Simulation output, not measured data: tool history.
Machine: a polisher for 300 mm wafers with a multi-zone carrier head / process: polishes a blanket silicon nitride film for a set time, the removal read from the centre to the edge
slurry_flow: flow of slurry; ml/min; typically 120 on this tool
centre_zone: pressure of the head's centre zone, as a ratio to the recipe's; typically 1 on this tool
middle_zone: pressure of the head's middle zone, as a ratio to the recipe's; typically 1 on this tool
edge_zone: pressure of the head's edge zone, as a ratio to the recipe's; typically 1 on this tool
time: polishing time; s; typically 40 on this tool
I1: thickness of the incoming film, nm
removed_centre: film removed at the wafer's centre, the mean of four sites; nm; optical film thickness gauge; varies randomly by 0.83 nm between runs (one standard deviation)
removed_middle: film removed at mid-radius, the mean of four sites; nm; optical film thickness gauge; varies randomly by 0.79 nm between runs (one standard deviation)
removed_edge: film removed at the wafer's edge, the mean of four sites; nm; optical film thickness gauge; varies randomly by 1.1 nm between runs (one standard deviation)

{"run": 1, "day": 0.0, "slurry_flow": 145, "centre_zone": 1, "middle_zone": 1, "edge_zone": 1, "time": 40, "I1": 614.7, "removed_centre": 75.7, "removed_middle": 75.3, "removed_edge": 72.4}
{"run": 2, "day": 0.733, "slurry_flow": 120, "centre_zone": 1, "middle_zone": 1, "edge_zone": 1, "time": 40, "I1": 619.2, "removed_centre": 71.6, "removed_middle": 72.8, "removed_edge": 68.3}
{"day": 0.971, "done": "worn pad replaced by a new one"}
{"run": 3, "day": 1.175, "slurry_flow": 120, "centre_zone": 1, "middle_zone": 0.92, "edge_zone": 1, "time": 40, "I1": 603.4, "removed_centre": 76.5, "removed_middle": 73.1, "removed_edge": 73}
{"run": 4, "day": 1.492, "slurry_flow": 120, "centre_zone": 1, "middle_zone": 0.92, "edge_zone": 1, "time": 40, "I1": 602.3, "removed_centre": 76.9, "removed_middle": 72.3, "removed_edge": 73.3}
{"run": 5, "day": 2.104, "slurry_flow": 120, "centre_zone": 1, "middle_zone": 0.92, "edge_zone": 1, "time": 40, "I1": 609.7, "removed_centre": 74.2, "removed_middle": 70.3, "removed_edge": 71.9}
{"run": 6, "day": 2.392, "slurry_flow": 120, "centre_zone": 1, "middle_zone": 1, "edge_zone": 1, "time": 40, "I1": 607.4, "removed_centre": 72.6, "removed_middle": 73.5, "removed_edge": 73.1}
{"run": 7, "day": 3.008, "slurry_flow": 120, "centre_zone": 1, "middle_zone": 1, "edge_zone": 1, "time": 40, "I1": 602, "removed_centre": 71.3, "removed_middle": 72.2, "removed_edge": 69}
{"run": 8, "day": 3.275, "slurry_flow": 120, "centre_zone": 1, "middle_zone": 1, "edge_zone": 1, "time": 45, "I1": 608, "removed_centre": 79.8, "removed_middle": 81.6, "removed_edge": 76.2}
{"day": 3.9, "done": "worn pad replaced by a new one"}
{"run": 9, "day": 3.921, "slurry_flow": 120, "centre_zone": 1, "middle_zone": 1, "edge_zone": 1, "time": 40, "I1": 599.1, "removed_centre": 77.8, "removed_middle": 76.6, "removed_edge": 77.2}
{"run": 10, "day": 4.25, "slurry_flow": 120, "centre_zone": 1, "middle_zone": 1, "edge_zone": 1.09, "time": 40, "I1": 614.1, "removed_centre": 76.1, "removed_middle": 76.7, "removed_edge": 75.7}
{"day": 4.558, "done": "carrier head's membrane replaced by a new one, of another model than before"}
{"run": 11, "day": 4.925, "slurry_flow": 120, "centre_zone": 1, "middle_zone": 1, "edge_zone": 1, "time": 40, "I1": 604.9, "removed_centre": 74.3, "removed_middle": 72.9, "removed_edge": 71.9}
{"run": 12, "day": 5.304, "slurry_flow": 130, "centre_zone": 1, "middle_zone": 0.93, "edge_zone": 0.89, "time": 40, "I1": 609.9, "removed_centre": 75.8, "removed_middle": 70.1, "removed_edge": 70.1}
{"run": 13, "day": 5.662, "slurry_flow": 120, "centre_zone": 1, "middle_zone": 1, "edge_zone": 1, "time": 40, "I1": 613.4, "removed_centre": 71.2, "removed_middle": 72.9, "removed_edge": 71.4}
{"run": 14, "day": 6.462, "slurry_flow": 120, "centre_zone": 1, "middle_zone": 1, "edge_zone": 0.95, "time": 40, "I1": 609.1, "removed_centre": 71.8, "removed_middle": 72.8, "removed_edge": 68.4}
{"day": 6.942, "done": "slurry nozzle cleaned"}
{"run": 15, "day": 6.983, "slurry_flow": 140, "centre_zone": 0.93, "middle_zone": 1, "edge_zone": 1, "time": 40, "I1": 618.4, "removed_centre": 67.4, "removed_middle": 74, "removed_edge": 70.9}
{"day": 7.175, "done": "worn pad replaced by a new one"}
{"day": 7.25, "done": "edge zone pressure recalibrated"}
{"run": 16, "day": 7.358, "slurry_flow": 130, "centre_zone": 1, "middle_zone": 1, "edge_zone": 1, "time": 50, "I1": 617.7, "removed_centre": 95.8, "removed_middle": 97.5, "removed_edge": 94.7}
{"run": 17, "day": 9.192, "slurry_flow": 110, "centre_zone": 1.07, "middle_zone": 1, "edge_zone": 0.94, "time": 40, "I1": 607.4, "removed_centre": 76.6, "removed_middle": 70.4, "removed_edge": 67.9}
{"day": 9.65, "done": "centre zone pressure recalibrated"}
{"run": 18, "day": 9.762, "slurry_flow": 150, "centre_zone": 1, "middle_zone": 1, "edge_zone": 1, "time": 35, "I1": 614.2, "removed_centre": 65.3, "removed_middle": 65.8, "removed_edge": 61.8}
{"day": 10.217, "done": "worn pad replaced by a new one"}
{"run": 19, "day": 10.238, "slurry_flow": 120, "centre_zone": 1, "middle_zone": 0.92, "edge_zone": 1, "time": 40, "I1": 613.9, "removed_centre": 76.8, "removed_middle": 73.7, "removed_edge": 74.9}
{"run": 20, "day": 12.354, "slurry_flow": 120, "centre_zone": 1.05, "middle_zone": 0.93, "edge_zone": 1, "time": 54, "I1": 603.4, "removed_centre": 102.2, "removed_middle": 91, "removed_edge": 94.1}
{"run": 21, "day": 12.908, "slurry_flow": 120, "centre_zone": 1, "middle_zone": 1, "edge_zone": 1, "time": 40, "I1": 612.2, "removed_centre": 70.4, "removed_middle": 70.8, "removed_edge": 69.6}

For each run, what was the tool's unlogged condition?
slurry flow missing at the pad, %: 0 across all the runs
deviation of the centre zone's pressure from its setpoint, %: 0 across all the runs
deviation of the edge zone's pressure from its setpoint, %: 0 across all the runs
H1: removal rate lost through wear of the pad, %
run=1 H1=8.38
run=2 H1=9.06
run=3 H1=1.7
run=4 H1=3.54
run=5 H1=5.82
run=6 H1=6.51
run=7 H1=7.48
run=8 H1=7.74
run=9 H1=0.446
run=10 H1=2.71
run=11 H1=5.6
run=12 H1=6.57
run=13 H1=7.21
run=14 H1=8.03
run=15 H1=8.32
run=16 H1=2.91
run=17 H1=8.81
run=18 H1=9.33
run=19 H1=0.527
run=20 H1=7.77
run=21 H1=8.21
